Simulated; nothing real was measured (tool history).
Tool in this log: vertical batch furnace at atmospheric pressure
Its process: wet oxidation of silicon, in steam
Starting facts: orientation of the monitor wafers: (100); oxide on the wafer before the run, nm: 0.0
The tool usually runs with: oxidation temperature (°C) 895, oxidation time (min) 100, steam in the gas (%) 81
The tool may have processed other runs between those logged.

run	day	oxidation temperature (°C)	oxidation time (min)	steam in the gas (%)	read-back reference wafer on the same gauge, thickness	oxide thickness on the monitor wafer (angstrom)
1	0	895	100	81	195.99	1803.2
2	2.5	895	100	81	196.2	1808.5
3	5.762	895	100	81	196.16	1832.3
4	9.121	895	100	81	196.11	1841.5
5	11.875	895	100	81	196.16	1833.9
6	14.121	895	100	73	195.84	1680.9
7	16.542	895	100	73	195.97	1687.1
8	20.088	895	100	81	196.01	1841.9
# day 21.817: thermocouples replaced and temperature profile calibrated
9	22.712	895	100	81	196.19	1747.7
# day 22.825: gauge calibrated
10	27.171	895	100	81	196.14	1760.4
11	29.779	895	100	81	196.04	1756.8
12	33.729	917	75.5	75	195.82	1710.5
13	35.888	895	100	81	195.84	1749.9
14	39.621	895	100	81	195.94	1773.1
# day 44.479: steam generator serviced
15	44.5	895	100	81	196.14	1760.4
16	47.583	871	100	90	196.1	1356.3
17	49.846	895	100	92	195.85	1967.3
18	51.671	881	58	93	195.95	994.3
19	53.521	914	100	81	196.08	2250.1
20	56.842	895	100	71	195.96	1569.9
# day 56.921: gauge calibrated
21	59.158	870	117.5	73	196.21	1273

What if the next run were any one of these 3? Each begins from the tool's condition after run 21:
A	59.396	878	100	81	?	?
B	59.396	895	142.5	89	?	?
C	59.396	917	65	70	?	?

run	read-back reference wafer on the same gauge, thickness	oxide thickness on the monitor wafer (angstrom)
A	195.93	1384.7
B	195.93	2611
C	195.93	1423.5
What these runs would have given with no unlogged condition in the tool:
run	oxide thickness on the monitor wafer (angstrom)
A	1368.2
B	2585
C	1410.5
